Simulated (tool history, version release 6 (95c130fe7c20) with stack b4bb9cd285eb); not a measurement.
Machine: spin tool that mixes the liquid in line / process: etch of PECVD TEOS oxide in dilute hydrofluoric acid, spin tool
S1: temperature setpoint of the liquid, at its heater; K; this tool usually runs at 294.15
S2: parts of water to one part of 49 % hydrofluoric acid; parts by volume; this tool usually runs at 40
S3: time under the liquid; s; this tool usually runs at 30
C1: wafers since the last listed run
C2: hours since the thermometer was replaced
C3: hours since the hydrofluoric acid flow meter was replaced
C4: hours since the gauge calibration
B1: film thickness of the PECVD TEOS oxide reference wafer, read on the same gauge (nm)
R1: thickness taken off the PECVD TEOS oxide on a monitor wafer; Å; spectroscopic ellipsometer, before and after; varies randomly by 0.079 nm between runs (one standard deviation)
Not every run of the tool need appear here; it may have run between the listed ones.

{"run": 1, "hour": 0.0, "S1": 294.15, "S2": 40, "S3": 30, "C1": 0, "C2": 603.0, "C3": 6.2, "C4": 129.4, "B1": 90.02, "R1": 124.9}
{"run": 2, "hour": 13.1, "S1": 294.15, "S2": 40, "S3": 30, "C1": 263, "C2": 616.1, "C3": 19.3, "C4": 142.5, "B1": 90.01, "R1": 124.4}
{"run": 3, "hour": 24.4, "S1": 294.15, "S2": 40, "S3": 30, "C1": 227, "C2": 627.4, "C3": 30.6, "C4": 153.8, "B1": 90.0, "R1": 124.2}
{"run": 4, "hour": 31.0, "S1": 294.15, "S2": 40, "S3": 30, "C1": 132, "C2": 634.0, "C3": 37.2, "C4": 160.4, "B1": 90.01, "R1": 124.4}
{"run": 5, "hour": 39.8, "S1": 294.15, "S2": 40, "S3": 30, "C1": 177, "C2": 642.8, "C3": 46.0, "C4": 169.2, "B1": 89.98, "R1": 124.5}
{"run": 6, "hour": 57.5, "S1": 294.15, "S2": 40, "S3": 30, "C1": 356, "C2": 660.5, "C3": 63.7, "C4": 186.9, "B1": 89.99, "R1": 123.3}
{"hour": 60.6, "done": "thermometer replaced"}
{"run": 7, "hour": 69.0, "S1": 294.15, "S2": 40, "S3": 30, "C1": 211, "C2": 8.4, "C3": 75.2, "C4": 198.4, "B1": 90.0, "R1": 135.2}
{"run": 8, "hour": 84.4, "S1": 294.15, "S2": 40, "S3": 30, "C1": 309, "C2": 23.8, "C3": 90.6, "C4": 213.8, "B1": 90.0, "R1": 136.0}
{"run": 9, "hour": 96.3, "S1": 294.15, "S2": 40, "S3": 30, "C1": 239, "C2": 35.7, "C3": 102.5, "C4": 225.7, "B1": 90.01, "R1": 134.8}
{"run": 10, "hour": 107.5, "S1": 290.65, "S2": 40, "S3": 30, "C1": 225, "C2": 46.9, "C3": 113.7, "C4": 236.9, "B1": 89.99, "R1": 116.3}
{"run": 11, "hour": 116.6, "S1": 298.15, "S2": 40, "S3": 30, "C1": 183, "C2": 56.0, "C3": 122.8, "C4": 246.0, "B1": 90.0, "R1": 157.2}
{"run": 12, "hour": 124.7, "S1": 297.65, "S2": 40, "S3": 20, "C1": 162, "C2": 64.1, "C3": 130.9, "C4": 254.1, "B1": 90.0, "R1": 103.4}
{"run": 13, "hour": 131.4, "S1": 290.15, "S2": 40, "S3": 30, "C1": 134, "C2": 70.8, "C3": 137.6, "C4": 260.8, "B1": 89.98, "R1": 112.6}
{"run": 14, "hour": 141.5, "S1": 294.15, "S2": 25, "S3": 30, "C1": 203, "C2": 80.9, "C3": 147.7, "C4": 270.9, "B1": 90.01, "R1": 218.4}
{"run": 15, "hour": 151.9, "S1": 296.15, "S2": 50, "S3": 50, "C1": 209, "C2": 91.3, "C3": 158.1, "C4": 281.3, "B1": 90.0, "R1": 191.5}
{"run": 16, "hour": 163.9, "S1": 298.65, "S2": 40, "S3": 25, "C1": 241, "C2": 103.3, "C3": 170.1, "C4": 293.3, "B1": 89.99, "R1": 133.8}
{"run": 17, "hour": 176.0, "S1": 291.15, "S2": 25, "S3": 40, "C1": 243, "C2": 115.4, "C3": 182.2, "C4": 305.4, "B1": 90.02, "R1": 257.7}
{"run": 18, "hour": 191.4, "S1": 294.15, "S2": 50, "S3": 45, "C1": 309, "C2": 130.8, "C3": 197.6, "C4": 320.8, "B1": 89.99, "R1": 159.1}
{"run": 19, "hour": 199.2, "S1": 297.65, "S2": 45, "S3": 40, "C1": 156, "C2": 138.6, "C3": 205.4, "C4": 328.6, "B1": 90.01, "R1": 181.9}
{"run": 20, "hour": 214.7, "S1": 294.15, "S2": 40, "S3": 30, "C1": 311, "C2": 154.1, "C3": 220.9, "C4": 344.1, "B1": 89.98, "R1": 133.0}
{"run": 21, "hour": 225.5, "S1": 295.65, "S2": 25, "S3": 15, "C1": 217, "C2": 164.9, "C3": 231.7, "C4": 354.9, "B1": 90.0, "R1": 115.9}
{"hour": 230.9, "done": "gauge calibrated"}
{"run": 22, "hour": 231.7, "S1": 298.15, "S2": 40, "S3": 30, "C1": 124, "C2": 171.1, "C3": 237.9, "C4": 0.8, "B1": 89.99, "R1": 157.3}
{"run": 23, "hour": 242.0, "S1": 290.65, "S2": 30, "S3": 15, "C1": 207, "C2": 181.4, "C3": 248.2, "C4": 11.1, "B1": 90.02, "R1": 76.7}
{"run": 24, "hour": 255.5, "S1": 292.15, "S2": 55, "S3": 30, "C1": 271, "C2": 194.9, "C3": 261.7, "C4": 24.6, "B1": 90.01, "R1": 87.0}
{"run": 25, "hour": 266.0, "S1": 296.65, "S2": 55, "S3": 15, "C1": 211, "C2": 205.4, "C3": 272.2, "C4": 35.1, "B1": 89.99, "R1": 52.5}
{"run": 26, "hour": 282.9, "S1": 294.15, "S2": 25, "S3": 15, "C1": 339, "C2": 222.3, "C3": 289.1, "C4": 52.0, "B1": 90.02, "R1": 107.7}
{"run": 27, "hour": 294.8, "S1": 294.15, "S2": 40, "S3": 30, "C1": 239, "C2": 234.2, "C3": 301.0, "C4": 63.9, "B1": 90.0, "R1": 131.3}
{"run": 28, "hour": 304.9, "S1": 290.15, "S2": 40, "S3": 40, "C1": 203, "C2": 244.3, "C3": 311.1, "C4": 74.0, "B1": 89.99, "R1": 148.0}
{"run": 29, "hour": 314.6, "S1": 294.15, "S2": 40, "S3": 30, "C1": 195, "C2": 254.0, "C3": 320.8, "C4": 83.7, "B1": 90.0, "R1": 130.7}
{"run": 30, "hour": 330.7, "S1": 297.15, "S2": 25, "S3": 45, "C1": 323, "C2": 270.1, "C3": 336.9, "C4": 99.8, "B1": 90.01, "R1": 366.2}
{"run": 31, "hour": 336.9, "S1": 294.15, "S2": 45, "S3": 30, "C1": 124, "C2": 276.3, "C3": 343.1, "C4": 106.0, "B1": 90.0, "R1": 116.2}
{"run": 32, "hour": 352.0, "S1": 292.15, "S2": 25, "S3": 15, "C1": 303, "C2": 291.4, "C3": 358.2, "C4": 121.1, "B1": 90.0, "R1": 97.2}
{"run": 33, "hour": 363.4, "S1": 290.15, "S2": 40, "S3": 40, "C1": 229, "C2": 302.8, "C3": 369.6, "C4": 132.5, "B1": 89.99, "R1": 147.5}
{"run": 34, "hour": 377.5, "S1": 297.15, "S2": 30, "S3": 15, "C1": 283, "C2": 316.9, "C3": 383.7, "C4": 146.6, "B1": 90.02, "R1": 100.5}

Below are 3 alternative next runs, each starting from the tool's condition after run 34. Predict each:
{"run": "A", "hour": 377.9, "S1": 294.15, "S2": 40, "S3": 30, "C1": 8, "C2": 317.3, "C3": 384.1, "C4": 147.0, "B1": "?", "R1": "?"}
{"run": "B", "hour": 377.9, "S1": 294.15, "S2": 55, "S3": 30, "C1": 8, "C2": 317.3, "C3": 384.1, "C4": 147.0, "B1": "?", "R1": "?"}
{"run": "C", "hour": 377.9, "S1": 297.15, "S2": 55, "S3": 50, "C1": 8, "C2": 317.3, "C3": 384.1, "C4": 147.0, "B1": "?", "R1": "?"}

run=A B1=90.01 R1=129.3
run=B B1=90.01 R1=92.3
run=C B1=90.01 R1=174.5
With the hidden condition removed and each run's random variation left untouched, the same runs would have given:
run=A R1=134.6
run=B R1=96.1
run=C R1=181.4

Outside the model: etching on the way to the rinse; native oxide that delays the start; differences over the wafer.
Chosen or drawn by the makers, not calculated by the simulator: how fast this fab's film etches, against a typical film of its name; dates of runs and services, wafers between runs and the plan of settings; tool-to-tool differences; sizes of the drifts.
